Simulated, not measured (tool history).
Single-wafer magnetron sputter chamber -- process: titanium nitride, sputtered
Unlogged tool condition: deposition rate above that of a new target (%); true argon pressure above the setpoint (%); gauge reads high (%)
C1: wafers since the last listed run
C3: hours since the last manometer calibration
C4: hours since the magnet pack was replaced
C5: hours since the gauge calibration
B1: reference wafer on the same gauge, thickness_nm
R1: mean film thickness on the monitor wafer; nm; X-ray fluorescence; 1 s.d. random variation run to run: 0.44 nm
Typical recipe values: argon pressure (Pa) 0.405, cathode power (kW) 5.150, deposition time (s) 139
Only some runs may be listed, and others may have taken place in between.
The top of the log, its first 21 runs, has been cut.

Run 22, day 60.771: usual settings but argon pressure (Pa) 0.310, deposition time (s) 129; C1 1072; wafers on the sputter target 4467; C3 1078.3; C4 108.3; C5 3476.6; B1 123.030. Result: R1 121.239 nm.
Run 23, day 62.521: usual settings but argon pressure (Pa) 0.532, cathode power (kW) 5.650, deposition time (s) 124; C1 451; wafers on the sputter target 4918; C3 1120.3; C4 150.3; C5 3518.6; B1 122.877. Result: R1 117.371 nm.
At day 63.679: gauge calibrated.
Run 24, day 66.679: usual settings but deposition time (s) 147; C1 1071; wafers on the sputter target 5990; C3 1220.1; C4 250.1; C5 72.0; B1 122.826. Result: R1 132.984 nm.
Run 25, day 69.375: usual settings but cathode power (kW) 6.150, deposition time (s) 153; C1 694; wafers on the sputter target 6685; C3 1284.8; C4 314.8; C5 136.7; B1 123.117. Result: R1 156.938 nm.
Run 26, day 70.892: usual settings but argon pressure (Pa) 0.463, cathode power (kW) 5.650, deposition time (s) 167; C1 390; wafers on the sputter target 7076; C3 1321.2; C4 351.2; C5 173.1; B1 123.211. Result: R1 157.310 nm.
Run 27, day 72.583: usual settings but argon pressure (Pa) 0.249, cathode power (kW) 6.450, deposition time (s) 114; C1 436; wafers on the sputter target 7512; C3 1361.8; C4 391.8; C5 213.7; B1 123.181. Result: R1 125.581 nm.
At day 76.079: sputter target and shields replaced.
Run 28, day 76.312: usual settings but argon pressure (Pa) 0.559, cathode power (kW) 4.100, deposition time (s) 149; C1 875; wafers on the sputter target 59; C3 1451.3; C4 481.3; C5 303.2; B1 122.930. Result: R1 112.463 nm.
Run 29, day 78.862: usual settings; C1 657; wafers on the sputter target 717; C3 1512.5; C4 542.5; C5 364.4; B1 122.799. Result: R1 128.762 nm.
At day 81.796: capacitance manometer re-zeroed and calibrated.
Run 30, day 82.425: usual settings but argon pressure (Pa) 0.362; C1 832; wafers on the sputter target 1549; C3 15.1; C4 628.0; C5 449.9; B1 122.991. Result: R1 132.435 nm.
Run 31, day 84.179: usual settings but argon pressure (Pa) 0.560, cathode power (kW) 5.600; C1 452; wafers on the sputter target 2001; C3 57.2; C4 670.1; C5 492.0; B1 123.123. Result: R1 133.003 nm.
Run 32, day 86.296: usual settings but argon pressure (Pa) 0.508, cathode power (kW) 4.700, deposition time (s) 116; C1 545; wafers on the sputter target 2547; C3 108.0; C4 720.9; C5 542.8; B1 122.950. Result: R1 99.275 nm.

Expected results for the next run?
Run 33, day 95.004: usual settings but argon pressure (Pa) 0.552, cathode power (kW) 5.950, deposition time (s) 119; C1 2244; wafers on the sputter target 4791; C3 317.0; C4 929.9; C5 751.8; B1 ?. Result: R1 ?.

{"run 33": {"B1": 122.99, "R1": 117.766}}
Had the tool carried no hidden state, the very same run would have given R1 121.880 nm.
